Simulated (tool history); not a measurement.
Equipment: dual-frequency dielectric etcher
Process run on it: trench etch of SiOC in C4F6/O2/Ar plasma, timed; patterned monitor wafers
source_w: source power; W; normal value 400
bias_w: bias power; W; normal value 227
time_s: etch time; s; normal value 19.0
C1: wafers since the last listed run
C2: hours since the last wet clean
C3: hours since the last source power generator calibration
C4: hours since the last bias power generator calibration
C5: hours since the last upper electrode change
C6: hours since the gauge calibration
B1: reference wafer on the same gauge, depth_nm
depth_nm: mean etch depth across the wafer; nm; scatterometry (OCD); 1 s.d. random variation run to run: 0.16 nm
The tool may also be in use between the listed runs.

{"run": 1, "hour": 0.0, "source_w": 400, "bias_w": 227, "time_s": 19.0, "C1": 0, "C2": 428.8, "C3": 2662.2, "C4": 3480.8, "C5": 2377.0, "C6": 138.9, "B1": 48.9, "depth_nm": 41.48}
{"run": 2, "hour": 16.6, "source_w": 400, "bias_w": 265, "time_s": 19.0, "C1": 294, "C2": 445.4, "C3": 2678.8, "C4": 3497.4, "C5": 2393.6, "C6": 155.5, "B1": 48.84, "depth_nm": 43.15}
{"run": 3, "hour": 31.8, "source_w": 400, "bias_w": 265, "time_s": 19.0, "C1": 270, "C2": 460.6, "C3": 2694.0, "C4": 3512.6, "C5": 2408.8, "C6": 170.7, "B1": 48.87, "depth_nm": 42.87}
{"run": 4, "hour": 44.8, "source_w": 400, "bias_w": 227, "time_s": 19.0, "C1": 231, "C2": 473.6, "C3": 2707.0, "C4": 3525.6, "C5": 2421.8, "C6": 183.7, "B1": 48.89, "depth_nm": 41.2}
{"run": 5, "hour": 60.9, "source_w": 400, "bias_w": 227, "time_s": 19.0, "C1": 286, "C2": 489.7, "C3": 2723.1, "C4": 3541.7, "C5": 2437.9, "C6": 199.8, "B1": 48.9, "depth_nm": 41.34}
{"run": 6, "hour": 68.6, "source_w": 400, "bias_w": 227, "time_s": 19.0, "C1": 136, "C2": 497.4, "C3": 2730.8, "C4": 3549.4, "C5": 2445.6, "C6": 207.5, "B1": 48.89, "depth_nm": 41.12}
{"run": 7, "hour": 78.8, "source_w": 400, "bias_w": 227, "time_s": 19.0, "C1": 181, "C2": 507.6, "C3": 2741.0, "C4": 3559.6, "C5": 2455.8, "C6": 217.7, "B1": 48.91, "depth_nm": 41.0}
{"run": 8, "hour": 87.3, "source_w": 400, "bias_w": 227, "time_s": 19.0, "C1": 151, "C2": 516.1, "C3": 2749.5, "C4": 3568.1, "C5": 2464.3, "C6": 226.2, "B1": 48.86, "depth_nm": 41.05}
{"hour": 134.5, "done": "wet clean of the chamber"}
{"run": 9, "hour": 135.0, "source_w": 400, "bias_w": 227, "time_s": 19.0, "C1": 421, "C2": 0.5, "C3": 2797.2, "C4": 3615.8, "C5": 2512.0, "C6": 273.9, "B1": 48.87, "depth_nm": 42.56}
{"run": 10, "hour": 140.6, "source_w": 400, "bias_w": 252, "time_s": 19.0, "C1": 99, "C2": 6.1, "C3": 2802.8, "C4": 3621.4, "C5": 2517.6, "C6": 279.5, "B1": 48.88, "depth_nm": 43.83}
{"run": 11, "hour": 151.8, "source_w": 400, "bias_w": 252, "time_s": 19.0, "C1": 199, "C2": 17.3, "C3": 2814.0, "C4": 3632.6, "C5": 2528.8, "C6": 290.7, "B1": 48.93, "depth_nm": 44.08}
{"run": 12, "hour": 158.1, "source_w": 400, "bias_w": 252, "time_s": 19.0, "C1": 111, "C2": 23.6, "C3": 2820.3, "C4": 3638.9, "C5": 2535.1, "C6": 297.0, "B1": 48.88, "depth_nm": 43.92}
{"run": 13, "hour": 172.6, "source_w": 400, "bias_w": 227, "time_s": 19.0, "C1": 257, "C2": 38.1, "C3": 2834.8, "C4": 3653.4, "C5": 2549.6, "C6": 311.5, "B1": 48.92, "depth_nm": 42.76}
{"hour": 181.8, "done": "source power generator calibrated"}
{"run": 14, "hour": 182.3, "source_w": 470, "bias_w": 227, "time_s": 19.0, "C1": 101, "C2": 47.8, "C3": 0.5, "C4": 3663.1, "C5": 2559.3, "C6": 321.2, "B1": 48.83, "depth_nm": 45.34}
{"run": 15, "hour": 193.5, "source_w": 310, "bias_w": 258, "time_s": 23.5, "C1": 199, "C2": 59.0, "C3": 11.7, "C4": 3674.3, "C5": 2570.5, "C6": 332.4, "B1": 48.92, "depth_nm": 49.82}
{"hour": 204.2, "done": "bias power generator calibrated"}
{"run": 16, "hour": 204.7, "source_w": 440, "bias_w": 271, "time_s": 17.0, "C1": 127, "C2": 70.2, "C3": 22.9, "C4": 0.5, "C5": 2581.7, "C6": 343.6, "B1": 48.95, "depth_nm": 41.24}
{"run": 17, "hour": 209.7, "source_w": 400, "bias_w": 227, "time_s": 19.0, "C1": 88, "C2": 75.2, "C3": 27.9, "C4": 5.5, "C5": 2586.7, "C6": 348.6, "B1": 48.95, "depth_nm": 42.63}
{"hour": 247.9, "done": "upper electrode replaced"}
{"run": 18, "hour": 248.4, "source_w": 400, "bias_w": 227, "time_s": 19.0, "C1": 261, "C2": 113.9, "C3": 66.6, "C4": 44.2, "C5": 0.5, "C6": 387.3, "B1": 48.91, "depth_nm": 42.71}
{"run": 19, "hour": 248.7, "source_w": 440, "bias_w": 282, "time_s": 15.5, "C1": 5, "C2": 114.2, "C3": 66.9, "C4": 44.5, "C5": 0.8, "C6": 387.6, "B1": 48.89, "depth_nm": 37.82}
{"run": 20, "hour": 260.1, "source_w": 370, "bias_w": 227, "time_s": 19.0, "C1": 202, "C2": 125.6, "C3": 78.3, "C4": 55.9, "C5": 12.2, "C6": 399.0, "B1": 48.84, "depth_nm": 41.43}
{"hour": 278.4, "done": "gauge calibrated"}
{"run": 21, "hour": 283.6, "source_w": 400, "bias_w": 265, "time_s": 19.0, "C1": 417, "C2": 149.1, "C3": 101.8, "C4": 79.4, "C5": 35.7, "C6": 5.2, "B1": 48.9, "depth_nm": 44.3}
{"run": 22, "hour": 291.9, "source_w": 400, "bias_w": 227, "time_s": 19.0, "C1": 147, "C2": 157.4, "C3": 110.1, "C4": 87.7, "C5": 44.0, "C6": 13.5, "B1": 48.89, "depth_nm": 42.61}
{"run": 23, "hour": 306.5, "source_w": 400, "bias_w": 179, "time_s": 19.0, "C1": 259, "C2": 172.0, "C3": 124.7, "C4": 102.3, "C5": 58.6, "C6": 28.1, "B1": 48.9, "depth_nm": 40.1}
{"run": 24, "hour": 322.5, "source_w": 330, "bias_w": 251, "time_s": 19.0, "C1": 284, "C2": 188.0, "C3": 140.7, "C4": 118.3, "C5": 74.6, "C6": 44.1, "B1": 48.88, "depth_nm": 40.81}
{"run": 25, "hour": 332.3, "source_w": 400, "bias_w": 227, "time_s": 19.0, "C1": 174, "C2": 197.8, "C3": 150.5, "C4": 128.1, "C5": 84.4, "C6": 53.9, "B1": 48.94, "depth_nm": 42.14}
{"run": 26, "hour": 342.8, "source_w": 310, "bias_w": 172, "time_s": 15.5, "C1": 186, "C2": 208.3, "C3": 161.0, "C4": 138.6, "C5": 94.9, "C6": 64.4, "B1": 48.87, "depth_nm": 29.5}
{"run": 27, "hour": 357.9, "source_w": 400, "bias_w": 246, "time_s": 19.0, "C1": 268, "C2": 223.4, "C3": 176.1, "C4": 153.7, "C5": 110.0, "C6": 79.5, "B1": 48.9, "depth_nm": 43.09}
{"run": 28, "hour": 368.9, "source_w": 480, "bias_w": 266, "time_s": 15.0, "C1": 195, "C2": 234.4, "C3": 187.1, "C4": 164.7, "C5": 121.0, "C6": 90.5, "B1": 48.81, "depth_nm": 36.89}
{"run": 29, "hour": 376.0, "source_w": 450, "bias_w": 187, "time_s": 13.5, "C1": 126, "C2": 241.5, "C3": 194.2, "C4": 171.8, "C5": 128.1, "C6": 97.6, "B1": 48.91, "depth_nm": 29.78}

Predict each of these 5 candidate next runs independently; none follows another, all start after run 29:
{"run": "A", "hour": 376.4, "source_w": 400, "bias_w": 227, "time_s": 19.0, "C1": 7, "C2": 241.9, "C3": 194.6, "C4": 172.2, "C5": 128.5, "C6": 98.0, "B1": "?", "depth_nm": "?"}
{"run": "B", "hour": 376.4, "source_w": 300, "bias_w": 202, "time_s": 14.0, "C1": 7, "C2": 241.9, "C3": 194.6, "C4": 172.2, "C5": 128.5, "C6": 98.0, "B1": "?", "depth_nm": "?"}
{"run": "C", "hour": 376.4, "source_w": 460, "bias_w": 188, "time_s": 16.5, "C1": 7, "C2": 241.9, "C3": 194.6, "C4": 172.2, "C5": 128.5, "C6": 98.0, "B1": "?", "depth_nm": "?"}
{"run": "D", "hour": 376.4, "source_w": 400, "bias_w": 194, "time_s": 22.0, "C1": 7, "C2": 241.9, "C3": 194.6, "C4": 172.2, "C5": 128.5, "C6": 98.0, "B1": "?", "depth_nm": "?"}
{"run": "E", "hour": 376.4, "source_w": 430, "bias_w": 227, "time_s": 17.5, "C1": 7, "C2": 241.9, "C3": 194.6, "C4": 172.2, "C5": 128.5, "C6": 98.0, "B1": "?", "depth_nm": "?"}

run=A B1=48.90 depth_nm=42.41
run=B B1=48.90 depth_nm=27.50
run=C B1=48.90 depth_nm=37.02
run=D B1=48.90 depth_nm=47.30
run=E B1=48.90 depth_nm=40.07
The same runs, with their run-to-run variation unchanged, on a tool lacking any hidden condition would have given:
run=A depth_nm=42.90
run=B depth_nm=27.82
run=C depth_nm=37.44
run=D depth_nm=47.85
run=E depth_nm=40.54

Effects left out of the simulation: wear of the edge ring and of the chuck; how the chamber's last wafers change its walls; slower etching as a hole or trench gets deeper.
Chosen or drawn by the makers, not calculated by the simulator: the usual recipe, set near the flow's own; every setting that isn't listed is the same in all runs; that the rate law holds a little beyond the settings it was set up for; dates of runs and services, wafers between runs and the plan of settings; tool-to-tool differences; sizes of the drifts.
